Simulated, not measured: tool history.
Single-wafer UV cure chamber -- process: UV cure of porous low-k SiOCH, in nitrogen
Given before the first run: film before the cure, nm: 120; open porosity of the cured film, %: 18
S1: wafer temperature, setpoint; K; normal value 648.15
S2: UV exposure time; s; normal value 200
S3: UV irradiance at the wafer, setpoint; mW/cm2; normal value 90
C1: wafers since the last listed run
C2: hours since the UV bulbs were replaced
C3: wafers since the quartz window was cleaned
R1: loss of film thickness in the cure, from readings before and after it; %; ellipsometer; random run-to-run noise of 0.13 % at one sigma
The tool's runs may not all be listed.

{"run": 1, "hour": 0.0, "S1": 648.15, "S2": 200, "S3": 66, "C1": 0, "C2": 457.7, "C3": 3081, "R1": 8.472}
{"run": 2, "hour": 38.4, "S1": 637.15, "S2": 200, "S3": 90, "C1": 338, "C2": 496.1, "C3": 3419, "R1": 9.762}
{"hour": 85.2, "done": "quartz window cleaned"}
{"run": 3, "hour": 99.7, "S1": 637.15, "S2": 200, "S3": 90, "C1": 469, "C2": 557.4, "C3": 127, "R1": 10.151}
{"run": 4, "hour": 162.1, "S1": 637.15, "S2": 200, "S3": 90, "C1": 549, "C2": 619.8, "C3": 677, "R1": 9.866}
{"run": 5, "hour": 258.0, "S1": 648.15, "S2": 200, "S3": 90, "C1": 844, "C2": 715.7, "C3": 1522, "R1": 9.913}
{"run": 6, "hour": 304.4, "S1": 648.15, "S2": 200, "S3": 90, "C1": 408, "C2": 762.1, "C3": 1931, "R1": 10.107}
{"run": 7, "hour": 378.3, "S1": 648.15, "S2": 200, "S3": 90, "C1": 651, "C2": 836.0, "C3": 2582, "R1": 9.545}
{"hour": 420.8, "done": "UV bulbs replaced"}
{"run": 8, "hour": 483.6, "S1": 648.15, "S2": 275, "S3": 90, "C1": 857, "C2": 62.8, "C3": 3439, "R1": 11.116}
{"run": 9, "hour": 531.5, "S1": 648.15, "S2": 275, "S3": 90, "C1": 422, "C2": 110.7, "C3": 3861, "R1": 10.729}
{"hour": 594.5, "done": "quartz window cleaned"}
{"run": 10, "hour": 664.6, "S1": 641.15, "S2": 230, "S3": 90, "C1": 1102, "C2": 243.8, "C3": 617, "R1": 10.619}
{"run": 11, "hour": 978.7, "S1": 648.15, "S2": 200, "S3": 90, "C1": 2767, "C2": 557.9, "C3": 3384, "R1": 9.914}
{"hour": 1072.1, "done": "quartz window cleaned"}
{"run": 12, "hour": 1075.4, "S1": 648.15, "S2": 200, "S3": 90, "C1": 781, "C2": 654.6, "C3": 28, "R1": 10.397}
{"run": 13, "hour": 1152.4, "S1": 653.15, "S2": 200, "S3": 90, "C1": 678, "C2": 731.6, "C3": 707, "R1": 10.176}
{"run": 14, "hour": 1240.8, "S1": 659.15, "S2": 200, "S3": 90, "C1": 778, "C2": 820.0, "C3": 1486, "R1": 10.159}
{"run": 15, "hour": 1287.5, "S1": 659.15, "S2": 200, "S3": 90, "C1": 411, "C2": 866.7, "C3": 1897, "R1": 10.231}
{"run": 16, "hour": 1394.7, "S1": 648.15, "S2": 200, "S3": 90, "C1": 944, "C2": 973.9, "C3": 2842, "R1": 9.664}
{"hour": 1450.4, "done": "UV bulbs replaced"}
{"run": 17, "hour": 1462.5, "S1": 630.15, "S2": 200, "S3": 116, "C1": 526, "C2": 12.1, "C3": 3369, "R1": 10.668}
{"run": 18, "hour": 1521.8, "S1": 629.15, "S2": 110, "S3": 127, "C1": 522, "C2": 71.4, "C3": 3891, "R1": 7.936}
{"hour": 1606.4, "done": "quartz window cleaned"}
{"run": 19, "hour": 1614.7, "S1": 648.15, "S2": 250, "S3": 90, "C1": 748, "C2": 164.3, "C3": 72, "R1": 11.283}
{"run": 20, "hour": 1655.4, "S1": 641.15, "S2": 230, "S3": 90, "C1": 358, "C2": 205.0, "C3": 431, "R1": 10.554}
{"run": 21, "hour": 1709.9, "S1": 648.15, "S2": 145, "S3": 90, "C1": 480, "C2": 259.5, "C3": 911, "R1": 8.896}
{"run": 22, "hour": 1747.6, "S1": 628.15, "S2": 200, "S3": 90, "C1": 332, "C2": 297.2, "C3": 1243, "R1": 9.918}
{"run": 23, "hour": 1787.9, "S1": 633.15, "S2": 270, "S3": 107, "C1": 355, "C2": 337.5, "C3": 1598, "R1": 11.856}
{"run": 24, "hour": 1849.9, "S1": 658.15, "S2": 245, "S3": 90, "C1": 546, "C2": 399.5, "C3": 2145, "R1": 11.2}
{"run": 25, "hour": 1926.7, "S1": 639.15, "S2": 80, "S3": 62, "C1": 676, "C2": 476.3, "C3": 2821, "R1": 4.822}
{"run": 26, "hour": 1986.7, "S1": 648.15, "S2": 115, "S3": 90, "C1": 528, "C2": 536.3, "C3": 3350, "R1": 7.463}
{"hour": 2053.2, "done": "quartz window cleaned"}
{"run": 27, "hour": 2060.3, "S1": 630.15, "S2": 200, "S3": 116, "C1": 577, "C2": 609.9, "C3": 62, "R1": 10.957}
{"run": 28, "hour": 2143.3, "S1": 630.15, "S2": 200, "S3": 116, "C1": 731, "C2": 692.9, "C3": 793, "R1": 10.976}
{"run": 29, "hour": 2248.8, "S1": 658.15, "S2": 295, "S3": 124, "C1": 929, "C2": 798.4, "C3": 1723, "R1": 13.501}
{"run": 30, "hour": 2303.7, "S1": 667.15, "S2": 200, "S3": 73, "C1": 483, "C2": 853.3, "C3": 2206, "R1": 9.362}
{"run": 31, "hour": 2373.4, "S1": 656.15, "S2": 90, "S3": 100, "C1": 614, "C2": 923.0, "C3": 2820, "R1": 7.235}

Here are 5 independent what-if runs from the current tool condition. What would each one return?
{"run": "A", "hour": 2373.8, "S1": 648.15, "S2": 200, "S3": 73, "C1": 3, "C2": 923.4, "C3": 2824, "R1": "?"}
{"run": "B", "hour": 2373.8, "S1": 648.15, "S2": 235, "S3": 109, "C1": 3, "C2": 923.4, "C3": 2824, "R1": "?"}
{"run": "C", "hour": 2373.8, "S1": 648.15, "S2": 200, "S3": 111, "C1": 3, "C2": 923.4, "C3": 2824, "R1": "?"}
{"run": "D", "hour": 2373.8, "S1": 640.15, "S2": 260, "S3": 73, "C1": 3, "C2": 923.4, "C3": 2824, "R1": "?"}
{"run": "E", "hour": 2373.8, "S1": 648.15, "S2": 150, "S3": 113, "C1": 3, "C2": 923.4, "C3": 2824, "R1": "?"}

run=A R1=8.829
run=B R1=11.163
run=C R1=10.553
run=D R1=9.759
run=E R1=9.432
What these runs would have given with no unlogged condition in the tool:
run=A R1=9.289
run=B R1=11.656
run=C R1=11.038
run=D R1=10.232
run=E R1=9.901
